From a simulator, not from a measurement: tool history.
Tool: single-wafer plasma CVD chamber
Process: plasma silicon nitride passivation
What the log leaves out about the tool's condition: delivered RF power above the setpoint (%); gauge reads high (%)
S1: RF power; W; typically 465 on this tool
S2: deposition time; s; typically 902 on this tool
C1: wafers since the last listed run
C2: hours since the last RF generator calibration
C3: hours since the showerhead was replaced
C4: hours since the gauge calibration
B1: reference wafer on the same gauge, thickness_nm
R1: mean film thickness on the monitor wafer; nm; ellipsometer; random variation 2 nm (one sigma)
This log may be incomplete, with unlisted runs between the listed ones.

{"run": 1, "hour": 0.0, "S1": 465, "S2": 902, "C1": 0, "C2": 2397.2, "C3": 4369.9, "C4": 104.4, "B1": 1312.112, "R1": 1319.412}
{"run": 2, "hour": 7.5, "S1": 465, "S2": 902, "C1": 13, "C2": 2404.7, "C3": 4377.4, "C4": 111.9, "B1": 1312.719, "R1": 1317.921}
{"run": 3, "hour": 20.8, "S1": 465, "S2": 902, "C1": 24, "C2": 2418.0, "C3": 4390.7, "C4": 125.2, "B1": 1311.518, "R1": 1316.032}
{"run": 4, "hour": 34.9, "S1": 525, "S2": 902, "C1": 26, "C2": 2432.1, "C3": 4404.8, "C4": 139.3, "B1": 1311.022, "R1": 1353.955}
{"run": 5, "hour": 52.5, "S1": 515, "S2": 975, "C1": 32, "C2": 2449.7, "C3": 4422.4, "C4": 156.9, "B1": 1310.238, "R1": 1455.725}
{"run": 6, "hour": 68.3, "S1": 465, "S2": 902, "C1": 29, "C2": 2465.5, "C3": 4438.2, "C4": 172.7, "B1": 1309.198, "R1": 1313.154}
{"run": 7, "hour": 86.1, "S1": 465, "S2": 902, "C1": 32, "C2": 2483.3, "C3": 4456.0, "C4": 190.5, "B1": 1309.37, "R1": 1314.917}
{"run": 8, "hour": 95.9, "S1": 465, "S2": 902, "C1": 18, "C2": 2493.1, "C3": 4465.8, "C4": 200.3, "B1": 1308.815, "R1": 1314.758}
{"run": 9, "hour": 102.1, "S1": 430, "S2": 960, "C1": 11, "C2": 2499.3, "C3": 4472.0, "C4": 206.5, "B1": 1308.11, "R1": 1373.831}
{"run": 10, "hour": 117.5, "S1": 430, "S2": 960, "C1": 28, "C2": 2514.7, "C3": 4487.4, "C4": 221.9, "B1": 1306.082, "R1": 1372.254}
{"run": 11, "hour": 135.3, "S1": 465, "S2": 902, "C1": 32, "C2": 2532.5, "C3": 4505.2, "C4": 239.7, "B1": 1305.116, "R1": 1312.359}
{"run": 12, "hour": 141.4, "S1": 465, "S2": 902, "C1": 11, "C2": 2538.6, "C3": 4511.3, "C4": 245.8, "B1": 1306.076, "R1": 1313.422}
{"run": 13, "hour": 159.0, "S1": 465, "S2": 902, "C1": 32, "C2": 2556.2, "C3": 4528.9, "C4": 263.4, "B1": 1305.05, "R1": 1312.542}
{"run": 14, "hour": 172.9, "S1": 420, "S2": 980, "C1": 25, "C2": 2570.1, "C3": 4542.8, "C4": 277.3, "B1": 1304.128, "R1": 1392.507}
{"run": 15, "hour": 181.7, "S1": 385, "S2": 1021, "C1": 16, "C2": 2578.9, "C3": 4551.6, "C4": 286.1, "B1": 1304.221, "R1": 1425.394}
{"run": 16, "hour": 190.5, "S1": 390, "S2": 1024, "C1": 16, "C2": 2587.7, "C3": 4560.4, "C4": 294.9, "B1": 1303.133, "R1": 1433.027}
{"run": 17, "hour": 202.6, "S1": 465, "S2": 902, "C1": 22, "C2": 2599.8, "C3": 4572.5, "C4": 307.0, "B1": 1302.55, "R1": 1306.25}
{"hour": 213.9, "done": "showerhead replaced"}
{"run": 18, "hour": 214.4, "S1": 465, "S2": 1013, "C1": 7, "C2": 2611.6, "C3": 0.5, "C4": 318.8, "B1": 1301.372, "R1": 1469.044}
{"run": 19, "hour": 227.2, "S1": 420, "S2": 980, "C1": 23, "C2": 2624.4, "C3": 13.3, "C4": 331.6, "B1": 1301.874, "R1": 1390.668}
{"hour": 230.7, "done": "gauge calibrated"}
{"run": 20, "hour": 241.2, "S1": 515, "S2": 959, "C1": 25, "C2": 2638.4, "C3": 27.3, "C4": 10.5, "B1": 1321.943, "R1": 1442.485}
{"run": 21, "hour": 251.4, "S1": 465, "S2": 902, "C1": 18, "C2": 2648.6, "C3": 37.5, "C4": 20.7, "B1": 1320.019, "R1": 1329.516}
{"hour": 269.6, "done": "RF generator calibrated"}
{"run": 22, "hour": 270.1, "S1": 465, "S2": 902, "C1": 19, "C2": 0.5, "C3": 56.2, "C4": 39.4, "B1": 1319.07, "R1": 1331.299}
{"run": 23, "hour": 283.8, "S1": 385, "S2": 1036, "C1": 25, "C2": 14.2, "C3": 69.9, "C4": 53.1, "B1": 1318.921, "R1": 1464.972}
{"run": 24, "hour": 295.2, "S1": 555, "S2": 1030, "C1": 21, "C2": 25.6, "C3": 81.3, "C4": 64.5, "B1": 1318.579, "R1": 1575.552}
{"run": 25, "hour": 310.0, "S1": 465, "S2": 1053, "C1": 27, "C2": 40.4, "C3": 96.1, "C4": 79.3, "B1": 1318.312, "R1": 1543.154}
{"run": 26, "hour": 321.3, "S1": 465, "S2": 986, "C1": 20, "C2": 51.7, "C3": 107.4, "C4": 90.6, "B1": 1318.347, "R1": 1447.492}
{"run": 27, "hour": 369.1, "S1": 420, "S2": 838, "C1": 88, "C2": 99.5, "C3": 155.2, "C4": 138.4, "B1": 1315.8, "R1": 1201.833}

Hidden state at the last listed run before each entry between runs and at the first one after, where it differs:
In the gap between runs 17 and 18: showerhead replaced (hour 213.9)
  gauge reads high (%): -1.32 -> -1.37
  measured result minus the result with no hidden state, R1: -17.481 -> -20.331 nm
In the gap between runs 19 and 20: gauge calibrated (hour 230.7)
  gauge reads high (%): -1.41 -> 0.102
  measured result minus the result with no hidden state, R1: -19.937 -> +1.472 nm
In the gap between runs 21 and 22: RF generator calibrated (hour 269.6)
  gauge reads high (%): 0.0636 -> -0.00696
  measured result minus the result with no hidden state, R1: +0.845 -> -0.093 nm
